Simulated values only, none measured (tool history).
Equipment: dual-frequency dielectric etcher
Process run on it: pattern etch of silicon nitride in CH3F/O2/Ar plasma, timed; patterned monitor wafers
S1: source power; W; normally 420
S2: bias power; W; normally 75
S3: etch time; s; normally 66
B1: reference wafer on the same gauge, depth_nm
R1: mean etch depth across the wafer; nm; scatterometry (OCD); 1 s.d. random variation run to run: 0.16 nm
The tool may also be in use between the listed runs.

run    hour   S1  S2    S3     B1     R1
  1       0  420  80    66  43.81  50.35
  2    54.4  420  83    66  43.81  50.49
      117.2  -- wet clean of the chamber
  3   125.4  420  83    66  43.78  51.08
  4   177.1  360  75    66  43.81  44.47
  5   226.7  360  75    66  43.82  44.58
  6   286.1  420  75    66  43.81  49.12
  7   342.7  420  75    66  43.79  48.89
  8   375.8  420  70    66   43.8  47.76
  9   423.8  420  70    66  43.84  48.37
 10   455.5  420  70    66  43.82  47.96
 11     487  420  75    66  43.79   49.2
 12   515.7  420  75    66  43.75  49.27
 13   578.4  420  75    66  43.79  49.11
      592.2  -- source power generator calibrated
 14   604.7  420  75    66  43.79  48.02
      637.6  -- wet clean of the chamber
 15   660.7  510  66    66  43.82  51.33
 16   709.7  380  56    61  43.78  37.62
 17   755.5  420  75    66  43.81   47.9
      869.9  -- upper electrode replaced, of another model than before
 18     908  480  66    66  43.79   50.6
 19   976.7  420  75    66  43.82   48.9
     1009.5  -- gauge calibrated
     1069.1  -- wet clean of the chamber
 20  1069.6  350  86  54.5  43.81  36.52
     1076.1  -- bias power generator calibrated
 21  1080.1  480  83  46.5  43.81  40.28
 22  1146.7  320  87  60.5   43.8  36.51
 23    1199  420  89    66  43.79  53.53
 24  1239.8  420  75  78.5  43.82  58.51
 25  1265.3  420  75    66  43.79  49.27
 26  1388.1  350  90    66  43.81  45.28
 27  1450.5  420  69  57.5  43.78  41.25
     1525.2  -- wet clean of the chamber
 28    1539  420  75    66  43.82  49.64
 29  1565.8  340  93  51.5  43.83  35.09

Hidden state or all else? Some run-to-run changes of R1, split into what the settings, what came in and random variation would give without the hidden state, and what is left for the hidden state (with any gauge scatter that isn't in both results):
What the log doesn't record here: etch rate over this chamber's usual, %; source power that arrives over what is set, %; bias power that arrives over what is set, %; gauge reads high (%).
Run 13 -> 14: source power generator calibrated. R1 -1.09 nm: hidden state -1.29, all else +0.2.
Run 17 -> 18: S1 420 -> 480, S2 75 -> 66, upper electrode replaced, of another model than before. R1 +2.7 nm: hidden state +0.57, all else +2.13.
Run 22 -> 23: S1 320 -> 420, S2 87 -> 89, S3 60.5 -> 66. R1 +17.02 nm: hidden state +0.51, all else +16.51.
Run 28 -> 29: S1 420 -> 340, S2 75 -> 93, S3 66 -> 51.5. R1 -14.55 nm: hidden state -0.51, all else -14.04.
